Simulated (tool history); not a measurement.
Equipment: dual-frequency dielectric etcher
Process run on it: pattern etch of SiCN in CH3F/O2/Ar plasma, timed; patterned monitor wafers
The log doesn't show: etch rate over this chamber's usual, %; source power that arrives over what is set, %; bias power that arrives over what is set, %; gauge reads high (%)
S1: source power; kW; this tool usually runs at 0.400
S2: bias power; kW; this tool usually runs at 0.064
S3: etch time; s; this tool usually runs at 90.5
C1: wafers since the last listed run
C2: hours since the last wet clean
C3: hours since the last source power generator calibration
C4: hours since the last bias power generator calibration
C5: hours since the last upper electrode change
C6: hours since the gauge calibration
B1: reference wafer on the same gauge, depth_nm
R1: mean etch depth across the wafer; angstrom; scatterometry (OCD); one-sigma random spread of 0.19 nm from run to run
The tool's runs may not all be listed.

Run 1, day 0.000: usual settings but S3 70.5 s; C1 0; C2 398.7; C3 2250.9; C4 3921.4; C5 2768.4; C6 74.1; B1 23.65. Result: R1 219.2 angstrom.
Run 2, day 0.592: usual settings but S3 70.5 s; C1 106; C2 412.9; C3 2265.1; C4 3935.6; C5 2782.6; C6 88.3; B1 23.60. Result: R1 219.5 angstrom.
Run 3, day 1.271: usual settings but S1 0.360 kW, S3 73.5 s; C1 122; C2 429.2; C3 2281.4; C4 3951.9; C5 2798.9; C6 104.6; B1 23.64. Result: R1 217.8 angstrom.
Run 4, day 1.704: usual settings but S1 0.360 kW, S3 73.5 s; C1 78; C2 439.6; C3 2291.8; C4 3962.3; C5 2809.3; C6 115.0; B1 23.59. Result: R1 216.5 angstrom.
Run 5, day 2.342: usual settings but S1 0.360 kW, S3 73.5 s; C1 115; C2 454.9; C3 2307.1; C4 3977.6; C5 2824.6; C6 130.3; B1 23.66. Result: R1 215.5 angstrom.
At day 3.496: gauge calibrated.
At day 3.625: upper electrode replaced.
Run 6, day 4.546: usual settings but S2 0.052 kW; C1 217; C2 507.8; C3 2360.0; C4 4030.5; C5 22.1; C6 25.2; B1 23.63. Result: R1 266.1 angstrom.
Run 7, day 5.079: usual settings; C1 96; C2 520.6; C3 2372.8; C4 4043.3; C5 34.9; C6 38.0; B1 23.63. Result: R1 280.3 angstrom.
At day 5.404: bias power generator calibrated.
Run 8, day 5.483: usual settings; C1 42; C2 530.3; C3 2382.5; C4 1.9; C5 44.6; C6 47.7; B1 23.58. Result: R1 281.7 angstrom.
At day 6.679: source power generator calibrated.
At day 6.688: wet clean of the chamber.
Run 9, day 6.708: usual settings but S3 70.5 s; C1 188; C2 0.5; C3 0.7; C4 31.3; C5 74.0; C6 77.1; B1 23.55. Result: R1 217.3 angstrom.
Run 10, day 6.725: usual settings but S1 0.490 kW, S2 0.070 kW, S3 66.5 s; C1 3; C2 0.9; C3 1.1; C4 31.7; C5 74.4; C6 77.5; B1 23.66. Result: R1 232.0 angstrom.
Run 11, day 6.738: usual settings but S2 0.052 kW, S3 108.5 s; C1 2; C2 1.2; C3 1.4; C4 32.0; C5 74.7; C6 77.8; B1 23.59. Result: R1 318.4 angstrom.
Run 12, day 7.054: usual settings; C1 57; C2 8.8; C3 9.0; C4 39.6; C5 82.3; C6 85.4; B1 23.58. Result: R1 280.7 angstrom.
Run 13, day 7.779: usual settings but S1 0.440 kW, S2 0.068 kW, S3 65.0 s; C1 130; C2 26.2; C3 26.4; C4 57.0; C5 99.7; C6 102.8; B1 23.57. Result: R1 214.6 angstrom.
Run 14, day 8.292: usual settings but S1 0.460 kW, S3 117.0 s; C1 92; C2 38.5; C3 38.7; C4 69.3; C5 112.0; C6 115.1; B1 23.60. Result: R1 384.6 angstrom.
Run 15, day 8.575: usual settings but S1 0.470 kW, S2 0.079 kW; C1 51; C2 45.3; C3 45.5; C4 76.1; C5 118.8; C6 121.9; B1 23.59. Result: R1 325.6 angstrom.
At day 9.079: gauge calibrated.
Run 16, day 9.312: usual settings but S1 0.360 kW, S2 0.076 kW; C1 133; C2 63.0; C3 63.2; C4 93.8; C5 136.5; C6 5.6; B1 23.65. Result: R1 279.7 angstrom.

4 options for the next run, each taken on its own from the tool as it stands now. Forecast them:
Run A, day 9.329: usual settings but S1 0.310 kW; C1 3; C2 63.4; C3 63.6; C4 94.2; C5 136.9; C6 6.0; B1 ?. Result: R1 ?.
Run B, day 9.329: usual settings but S1 0.310 kW, S2 0.076 kW; C1 3; C2 63.4; C3 63.6; C4 94.2; C5 136.9; C6 6.0; B1 ?. Result: R1 ?.
Run C, day 9.329: usual settings but S1 0.460 kW; C1 3; C2 63.4; C3 63.6; C4 94.2; C5 136.9; C6 6.0; B1 ?. Result: R1 ?.
Run D, day 9.329: usual settings but S1 0.470 kW, S2 0.079 kW, S3 98.0 s; C1 3; C2 63.4; C3 63.6; C4 94.2; C5 136.9; C6 6.0; B1 ?. Result: R1 ?.

run     B1     R1
  A  23.59  245.3
  B  23.59  257.8
  C  23.59  300.6
  D  23.59  348.8
Had the tool no hidden state, the same runs would have come out as:
run     R1
  A  245.3
  B  257.8
  C  300.6
  D  348.8

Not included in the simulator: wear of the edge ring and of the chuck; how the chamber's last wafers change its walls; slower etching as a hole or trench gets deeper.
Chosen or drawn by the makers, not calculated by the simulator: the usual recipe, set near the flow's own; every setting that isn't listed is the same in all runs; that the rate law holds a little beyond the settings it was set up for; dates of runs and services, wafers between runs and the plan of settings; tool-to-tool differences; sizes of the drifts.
